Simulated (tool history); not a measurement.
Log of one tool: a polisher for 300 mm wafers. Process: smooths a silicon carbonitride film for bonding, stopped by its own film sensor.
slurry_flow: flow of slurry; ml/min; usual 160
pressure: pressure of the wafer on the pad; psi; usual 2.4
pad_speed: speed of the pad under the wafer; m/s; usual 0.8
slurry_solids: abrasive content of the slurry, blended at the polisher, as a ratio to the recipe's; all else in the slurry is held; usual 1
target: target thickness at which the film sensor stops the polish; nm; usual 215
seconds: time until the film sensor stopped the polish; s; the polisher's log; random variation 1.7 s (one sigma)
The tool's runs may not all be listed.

run   hour  slurry_flow  pressure  pad_speed  slurry_solids  target  wafers since the last listed run  wafers polished on this pad  hours since the slurry nozzle was cleaned  hours since the head pressure was calibrated  hours since the slurry blender was calibrated  incoming thickness of the incoming film, nm  seconds
  1      0          160       2.4        0.8              1     215                                 0                          283                                       11.3                                        1104.8                                          292.3                                        239.8     95.3
  2   16.2          160       2.7        0.8              1     215                               117                          401                                       27.5                                          1121                                          308.5                                          245    100.9
  3   27.2          160       2.7        0.8              1     215                                79                          480                                       38.5                                          1132                                          319.5                                        242.1     92.6
  4     36          160       2.4        0.8              1     215                                63                          544                                       47.3                                        1140.8                                          328.3                                        238.3     87.1
  5   50.4          160       2.4        0.8              1     215                               104                          648                                       61.7                                        1155.2                                          342.7                                        241.1     99.3
  6   60.7          160       2.4        0.8            0.8     215                                74                          723                                         72                                        1165.5                                            353                                        242.7    113.6
      78.4  -- worn pad replaced by a new one
  7   78.9          160       2.4        0.8            0.8     215                               102                            3                                       90.2                                        1183.7                                          371.2                                        239.3     99.7
  8  116.8          160       2.4        0.8              1     215                               274                          277                                      128.1                                        1221.6                                          409.1                                        238.5       91
     134.2  -- slurry blender recalibrated
  9  150.2          160       2.4        0.8              1     215                               227                          505                                      161.5                                          1255                                             16                                        237.3     84.4
 10  160.2          160       2.4        0.8              1     211                                72                          577                                      171.5                                          1265                                             26                                        236.9    101.9
 11  177.2          160       2.4        0.8              1     215                               123                          701                                      188.5                                          1282                                             43                                        243.6    110.6
 12  193.4          120       2.4       0.92              1     215                               117                          818                                      204.7                                        1298.2                                           59.2                                          242     96.1
     201.2  -- worn pad replaced by a new one
     207.1  -- head pressure recalibrated
 13    209          120       2.4       0.92              1     215                                69                           42                                      220.3                                           1.9                                           74.8                                        239.8     87.8
 14  222.7          120       2.4       0.92              1     215                                99                          141                                        234                                          15.6                                           88.5                                        244.7    111.1
 15  235.6          160       2.4        0.8              1     215                                93                          234                                      246.9                                          28.5                                          101.4                                          240     94.3
 16  241.7          160       2.4       0.58              1     215                                44                          278                                        253                                          34.6                                          107.5                                        239.6      124
 17  249.9          160       2.4        0.8              1     215                                59                          338                                      261.2                                          42.8                                          115.7                                        238.3     90.8
 18  266.1          160       2.4       1.04            0.9     215                               117                          455                                      277.4                                            59                                          131.9                                        242.2     86.7
 19    283          160       2.4        0.8              1     215                               122                          578                                      294.3                                          75.9                                          148.8                                        240.6     97.3
 20  295.3          160       1.7        0.8              1     215                                89                          667                                      306.6                                          88.2                                          161.1                                        238.3    123.1
     298.5  -- slurry nozzle cleaned
 21  306.8          160       1.7        0.8              1     207                                76                          743                                        8.3                                          99.7                                          172.6                                        238.3    167.6
 22  313.5          160       2.4        0.8            1.2     215                                48                          791                                         15                                         106.4                                          179.3                                          242     99.8
     325.4  -- worn pad replaced by a new one
 23  325.9          205       2.9        0.7              1     215                                60                            3                                       27.4                                         118.8                                          191.7                                        242.7     93.3
 24  333.2          105       2.4        0.8            0.9     224                                52                           56                                       34.7                                         126.1                                            199                                        240.9     73.2
 25  340.9          160       2.4       0.88              1     215                                55                          112                                       42.4                                         133.8                                          206.7                                        240.5     88.6
 26  350.1          160       2.4        0.8            0.8     215                                66                          178                                       51.6                                           143                                          215.9                                        242.6    113.4
 27  360.7          205       2.4        0.8              1     206                                76                          255                                       62.2                                         153.6                                          226.5                                        236.3    114.1
 28    374          160       2.4       1.06              1     215                                96                          351                                       75.5                                         166.9                                          239.8                                          242     83.5
 29  382.7          160       2.4        0.8              1     215                                63                          414                                       84.2                                         175.6                                          248.5                                          238       91

Forecast each of these 4 alternatives for the next run:
  A  383.2          160       2.4        0.8              1     215                                 3                          418                                       84.7                                         176.1                                            249                                        239.7        ?
  B  383.2          160       2.7       0.94           0.85     220                                 3                          418                                       84.7                                         176.1                                            249                                        239.7        ?
  C  383.2          180       2.4        0.8            1.1     215                                 3                          418                                       84.7                                         176.1                                            249                                        239.7        ?
  D  383.2          160       2.4        0.8              1     220                                 3                          418                                       84.7                                         176.1                                            249                                        239.7        ?

run  seconds
  A       95
  B     62.1
  C     90.5
  D     75.8
Without the tool's hidden state the same runs would have given:
run  seconds
  A       95
  B     62.1
  C     90.5
  D     75.8
